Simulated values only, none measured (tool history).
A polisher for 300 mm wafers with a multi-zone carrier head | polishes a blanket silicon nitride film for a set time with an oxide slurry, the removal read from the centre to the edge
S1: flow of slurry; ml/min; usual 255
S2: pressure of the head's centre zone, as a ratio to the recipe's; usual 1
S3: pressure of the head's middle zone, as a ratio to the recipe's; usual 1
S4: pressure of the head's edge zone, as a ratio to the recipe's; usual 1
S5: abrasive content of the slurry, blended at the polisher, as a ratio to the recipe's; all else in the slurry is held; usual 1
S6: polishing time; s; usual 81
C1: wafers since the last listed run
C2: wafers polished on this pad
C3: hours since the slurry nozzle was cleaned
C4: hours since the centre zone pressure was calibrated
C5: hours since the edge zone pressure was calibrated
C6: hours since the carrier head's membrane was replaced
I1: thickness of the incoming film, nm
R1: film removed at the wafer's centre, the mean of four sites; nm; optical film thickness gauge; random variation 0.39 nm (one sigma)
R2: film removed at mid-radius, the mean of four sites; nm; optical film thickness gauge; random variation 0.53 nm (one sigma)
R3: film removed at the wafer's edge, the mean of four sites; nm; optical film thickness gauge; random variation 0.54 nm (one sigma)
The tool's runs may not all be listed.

run	hour	S1	S2	S3	S4	S5	S6	C1	C2	C3	C4	C5	C6	I1	R1	R2	R3
1	0	255	1	1	1.12	1	81	0	2957	382.8	336.4	521.8	938	359.6	47.9	51.1	53.4
# hour 25: slurry nozzle cleaned
# hour 41.9: centre zone pressure recalibrated
2	43	255	0.91	1	0.91	1	103	292	3250	18	1.1	564.8	981	364.2	58.4	64.1	61.3
# hour 77.8: worn pad replaced by a new one
3	109.8	255	1	1	1	1	56	459	233	84.8	67.9	631.6	1047.8	357.7	35.4	35.2	35
4	142.8	255	1.04	1	1	0.9	81	241	475	117.8	100.9	664.6	1080.8	358.1	50.2	48.5	48.8
5	180	255	1	1.05	1.1	1	69	272	747	155	138.1	701.8	1118	359.9	43.7	45.7	45
# hour 226.4: edge zone pressure recalibrated
6	234.3	255	1	1	1	1	81	382	1130	209.3	192.4	7.9	1172.3	359.4	50.2	50.3	49.9
7	301	255	1	1	1	1	81	487	1618	276	259.1	74.6	1239	356.5	49.6	51.4	49.8
8	329	165	1.03	1	1	1	93	204	1822	304	287.1	102.6	1267	357.2	53.3	53.8	55.7
9	363.4	210	1	1	1	0.85	81	251	2074	338.4	321.5	137	1301.4	359.1	43.1	45.6	46.4
# hour 404.7: carrier head's membrane replaced by a new one
10	405.4	255	1	1.11	1	1	81	270	2345	380.4	363.5	179	0.7	358.2	47.9	55.1	50.5
# hour 442: centre zone pressure recalibrated
# hour 455.7: slurry nozzle cleaned
11	472.1	255	1	0.88	1.1	1	81	466	2811	16.4	30.1	245.7	67.4	362.8	51.2	45.8	53.2
# hour 484.7: worn pad replaced by a new one
12	509	255	1	1	1	1	81	240	177	53.3	67	282.6	104.3	359.9	51.8	51.1	51.6
13	579.4	255	1	1	1	1	81	515	692	123.7	137.4	353	174.7	364	51.9	51.3	51
14	632.4	255	1	0.92	1.12	1	81	387	1080	176.7	190.4	406	227.7	354.7	50.4	47.2	53.3
15	693.2	255	0.91	1	1	1	81	444	1525	237.5	251.2	466.8	288.5	359	45.7	50.6	51.3
16	757	255	1	1	1	1	81	466	1992	301.3	315	530.6	352.3	360.3	49.9	50.4	50.3
17	806.7	230	1	1	0.92	0.85	94	363	2355	351	364.7	580.3	402	361.1	52	52.8	51.9
18	862.4	335	1	1.09	1	1	73	407	2763	406.7	420.4	636	457.7	358.8	44.3	50.7	46
# hour 867.8: worn pad replaced by a new one
# hour 900.8: centre zone pressure recalibrated
19	908	255	1	1	0.94	0.8	81	289	279	452.3	7.2	681.6	503.3	354.3	45.2	45.6	43.8
# hour 938: slurry nozzle cleaned
20	943.2	255	1	1	1	1	81	250	529	5.2	42.4	716.8	538.5	362.1	51	51.2	49.7

Hidden state or all else? Some run-to-run changes of R1, split into what the settings, what came in and random variation would give without the hidden state, and what is left for the hidden state (with any gauge scatter that isn't in both results):
The hidden state here: removal rate lost through wear of the pad, %; slurry flow missing at the pad, %; deviation of the centre zone's pressure from its setpoint, %; deviation of the edge zone's pressure from its setpoint, %.
Run 1 -> 2: S2 1 -> 0.91, S4 1.12 -> 0.91, S6 81 -> 103, slurry nozzle cleaned, centre zone pressure recalibrated. R1 +10.5 nm: hidden state +3.3, all else +7.2.
Run 2 -> 3: S2 0.91 -> 1, S4 0.91 -> 1, S6 103 -> 56, worn pad replaced by a new one. R1 -23 nm: hidden state -0.1, all else -22.9.
Run 3 -> 4: S2 1 -> 1.04, S5 1 -> 0.9, S6 56 -> 81. R1 +14.8 nm: hidden state -0.2, all else +15.
Run 10 -> 11: S3 1.11 -> 0.88, S4 1 -> 1.1, centre zone pressure recalibrated, slurry nozzle cleaned. R1 +3.3 nm: hidden state +3.5, all else -0.2.
